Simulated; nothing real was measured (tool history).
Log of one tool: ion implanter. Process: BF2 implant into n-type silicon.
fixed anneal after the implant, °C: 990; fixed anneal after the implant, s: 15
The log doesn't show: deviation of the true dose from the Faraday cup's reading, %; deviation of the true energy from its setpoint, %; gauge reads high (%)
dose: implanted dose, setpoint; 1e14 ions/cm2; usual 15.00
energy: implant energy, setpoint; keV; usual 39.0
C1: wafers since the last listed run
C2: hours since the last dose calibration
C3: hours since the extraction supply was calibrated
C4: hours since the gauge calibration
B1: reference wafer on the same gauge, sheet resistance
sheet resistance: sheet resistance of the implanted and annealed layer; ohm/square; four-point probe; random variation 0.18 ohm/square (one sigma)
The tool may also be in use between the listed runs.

run 1 day=0.000 | dose=15.00 energy=39.0 | C1=0 C2=362.9 C3=3198.5 C4=114.1 | B1=105.23 | sheet_resistance=118.10
run 2 day=0.671 | dose=15.00 energy=39.0 | C1=224 C2=379.0 C3=3214.6 C4=130.2 | B1=105.33 | sheet_resistance=117.99
run 3 day=1.817 | dose=15.00 energy=39.0 | C1=383 C2=406.5 C3=3242.1 C4=157.7 | B1=105.50 | sheet_resistance=118.19
run 4 day=3.067 | dose=14.03 energy=46.0 | C1=418 C2=436.5 C3=3272.1 C4=187.7 | B1=105.59 | sheet_resistance=109.93
run 5 day=3.888 | dose=14.03 energy=46.0 | C1=274 C2=456.2 C3=3291.8 C4=207.4 | B1=105.75 | sheet_resistance=110.03
-- day=4.054 gauge calibrated
run 6 day=4.500 | dose=15.00 energy=39.0 | C1=205 C2=470.9 C3=3306.5 C4=10.7 | B1=105.20 | sheet_resistance=117.76
-- day=5.404 Faraday cup replaced and dose calibrated
run 7 day=5.512 | dose=15.00 energy=39.0 | C1=227 C2=2.6 C3=3330.8 C4=35.0 | B1=105.15 | sheet_resistance=117.47
run 8 day=6.508 | dose=11.56 energy=35.0 | C1=333 C2=26.5 C3=3354.7 C4=58.9 | B1=105.17 | sheet_resistance=132.09
run 9 day=7.429 | dose=16.79 energy=39.0 | C1=308 C2=48.6 C3=3376.8 C4=81.0 | B1=105.25 | sheet_resistance=115.64
-- day=8.062 extraction supply calibrated
run 10 day=8.125 | dose=10.79 energy=32.0 | C1=121 C2=65.3 C3=1.5 C4=97.7 | B1=105.32 | sheet_resistance=140.67
run 11 day=9.054 | dose=12.60 energy=34.5 | C1=311 C2=87.6 C3=23.8 C4=120.0 | B1=105.39 | sheet_resistance=130.57
run 12 day=9.938 | dose=12.94 energy=44.0 | C1=295 C2=108.8 C3=45.0 C4=141.2 | B1=105.54 | sheet_resistance=114.90
run 13 day=11.096 | dose=15.00 energy=33.5 | C1=387 C2=136.6 C3=72.8 C4=169.0 | B1=105.70 | sheet_resistance=128.78
run 14 day=12.254 | dose=15.00 energy=39.0 | C1=387 C2=164.4 C3=100.6 C4=196.8 | B1=105.84 | sheet_resistance=118.60

3 ways to go on from here, each from the tool as it stands after run 14. What would each give?
run A day=12.271 | dose=15.00 energy=39.0 | C1=5 C2=164.8 C3=101.0 C4=197.2 | B1=? | sheet_resistance=?
run B day=12.271 | dose=16.15 energy=27.5 | C1=5 C2=164.8 C3=101.0 C4=197.2 | B1=? | sheet_resistance=?
run C day=12.271 | dose=11.01 energy=50.5 | C1=5 C2=164.8 C3=101.0 C4=197.2 | B1=? | sheet_resistance=?

run=A B1=105.86 sheet_resistance=118.94
run=B B1=105.86 sheet_resistance=142.57
run=C B1=105.86 sheet_resistance=114.78
Without the tool's hidden state the same runs would have given:
run=A sheet_resistance=117.96
run=B sheet_resistance=141.39
run=C sheet_resistance=113.83

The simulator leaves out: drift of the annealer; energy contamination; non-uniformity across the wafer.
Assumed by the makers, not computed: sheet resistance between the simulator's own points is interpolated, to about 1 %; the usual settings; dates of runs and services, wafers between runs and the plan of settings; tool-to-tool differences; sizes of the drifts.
